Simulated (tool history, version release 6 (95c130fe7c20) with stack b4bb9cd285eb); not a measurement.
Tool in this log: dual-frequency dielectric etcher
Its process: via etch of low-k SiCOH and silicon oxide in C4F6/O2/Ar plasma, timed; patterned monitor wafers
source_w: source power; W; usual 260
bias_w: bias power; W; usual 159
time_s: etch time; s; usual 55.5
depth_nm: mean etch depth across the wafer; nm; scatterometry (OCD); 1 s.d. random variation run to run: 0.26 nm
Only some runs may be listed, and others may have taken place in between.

run	hour	source_w	bias_w	time_s	read-back reference wafer on the same gauge, depth_nm	depth_nm
1	0	280	141	55.5	145	124.1
2	13.5	260	159	43	145	96.1
3	31.4	260	159	60.5	145	135.8
4	46.6	260	159	60.5	145.1	135.4
5	56.5	260	159	55.5	145	124.2
6	70.9	260	159	55.5	145	124.6
7	82.1	260	159	55.5	145	124.4
8	93.6	260	159	55.5	144.8	124.5
9	106.4	260	159	55.5	145	124.4
10	115.5	320	144	60.5	145.1	147.3
11	127.1	260	159	55.5	145.1	124.4
12	138.7	260	122	55.5	145	112.4
13	156.1	260	159	44.5	145	100.2
14	163.9	300	159	50.5	145	123.9
15	180	300	159	50.5	145	123.9
16	197.7	260	159	66	145	149
17	209.2	260	159	64	145.1	143.6
18	240.9	280	159	69	145.1	163.1
19	242.4	260	169	55.5	144.9	128.3
20	255.5	240	183	63	144.9	142.2
21	266.1	260	159	55.5	144.9	125.3
22	276.9	290	159	50.5	145	121.3
23	294.6	230	147	46.5	145	94.3
24	307.1	300	190	48	145	126.8
25	318.8	260	159	55.5	145	125
26	325.2	260	159	55.5	145	125.2
27	332.4	300	159	55.5	144.9	136.4
28	338.9	260	176	40	144.9	93.6
29	352.3	200	139	71.5	144.9	127.9

Withheld: 3 entries from between the runs. Position of each, and hidden state at the listed run before versus the listed run after:
From run 4 to run 5: gauge calibrated (hour 47.8)
  etch rate over this chamber's usual, %: -0.0981 -> -0.0727
  what was measured, less what the result would be without the hidden state, depth_nm: -0.1 -> -0.1 nm
From run 12 to run 13: bias power generator calibrated (hour 143.1)
  etch rate over this chamber's usual, %: 0.138 -> 0.183
  what was measured, less what the result would be without the hidden state, depth_nm: +0.2 -> +0.2 nm
From run 17 to run 18: upper electrode replaced (hour 240.4)
  etch rate over this chamber's usual, %: 0.319 -> 0.4
  what was measured, less what the result would be without the hidden state, depth_nm: +0.4 -> +0.6 nm
